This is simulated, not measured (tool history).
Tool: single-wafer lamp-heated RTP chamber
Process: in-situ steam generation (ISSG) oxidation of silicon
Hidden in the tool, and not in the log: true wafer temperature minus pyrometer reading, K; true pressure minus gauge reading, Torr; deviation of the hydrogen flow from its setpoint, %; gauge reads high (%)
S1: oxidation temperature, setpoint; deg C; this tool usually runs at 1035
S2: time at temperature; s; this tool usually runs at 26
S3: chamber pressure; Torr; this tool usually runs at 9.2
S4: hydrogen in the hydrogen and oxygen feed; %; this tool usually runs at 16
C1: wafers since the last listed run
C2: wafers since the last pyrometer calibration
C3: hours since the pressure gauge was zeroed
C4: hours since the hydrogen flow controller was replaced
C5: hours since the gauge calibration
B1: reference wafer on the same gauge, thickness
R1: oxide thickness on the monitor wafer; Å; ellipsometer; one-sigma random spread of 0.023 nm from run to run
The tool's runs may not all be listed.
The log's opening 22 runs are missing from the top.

| run | hour | S1 | S2 | S3 | S4 | C1 | C2 | C3 | C4 | C5 | B1 | R1 |
|---|---|---|---|---|---|---|---|---|---|---|---|---|
| 23 | 299.0 | 1055 | 21 | 8.2 | 11 | 87 | 472 | 125.6 | 149.6 | 216.9 | 8.010 | 66.28 |
| 24 | 308.7 | 1035 | 36 | 9.2 | 16 | 56 | 529 | 135.3 | 159.3 | 226.6 | 8.017 | 85.94 |
| 25 | 319.0 | 1041 | 35 | 9.2 | 16 | 59 | 588 | 145.6 | 169.6 | 236.9 | 8.012 | 86.76 |
|  | 321.3 | gauge calibrated |
| 26 | 348.7 | 1022 | 32 | 9.2 | 19 | 171 | 760 | 175.3 | 199.3 | 27.4 | 8.013 | 77.68 |
| 27 | 364.7 | 1035 | 26 | 9.2 | 16 | 92 | 852 | 191.3 | 215.3 | 43.4 | 8.010 | 72.13 |
| 28 | 391.2 | 1035 | 21 | 9.2 | 16 | 153 | 1005 | 217.8 | 241.8 | 69.9 | 8.019 | 64.38 |
| 29 | 408.0 | 1035 | 26 | 9.2 | 20 | 97 | 1102 | 234.6 | 258.6 | 86.7 | 8.000 | 75.54 |
| 30 | 423.1 | 1017 | 30 | 8.7 | 26 | 87 | 1189 | 249.7 | 273.7 | 101.8 | 8.002 | 78.93 |

Consider 5 possible next runs. They are alternatives, not a sequence: every one starts from the tool as it was left by run 30. What does each give?
| A | 423.5 | 1055 | 26 | 9.2 | 16 | 2 | 1192 | 250.1 | 274.1 | 102.2 | ? | ? |
| B | 423.5 | 1017 | 19 | 8.3 | 25 | 2 | 1192 | 250.1 | 274.1 | 102.2 | ? | ? |
| C | 423.5 | 1035 | 31 | 9.2 | 13 | 2 | 1192 | 250.1 | 274.1 | 102.2 | ? | ? |
| D | 423.5 | 1035 | 21 | 10.0 | 16 | 2 | 1192 | 250.1 | 274.1 | 102.2 | ? | ? |
| E | 423.5 | 1022 | 30 | 9.2 | 24 | 2 | 1192 | 250.1 | 274.1 | 102.2 | ? | ? |

| run | B1 | R1 |
|---|---|---|
| A | 8.016 | 80.21 |
| B | 8.016 | 62.48 |
| C | 8.016 | 75.61 |
| D | 8.016 | 63.43 |
| E | 8.016 | 78.74 |
What these runs would have given with no unlogged condition in the tool:
| run | R1 |
|---|---|
| A | 79.84 |
| B | 62.26 |
| C | 75.29 |
| D | 63.17 |
| E | 78.42 |

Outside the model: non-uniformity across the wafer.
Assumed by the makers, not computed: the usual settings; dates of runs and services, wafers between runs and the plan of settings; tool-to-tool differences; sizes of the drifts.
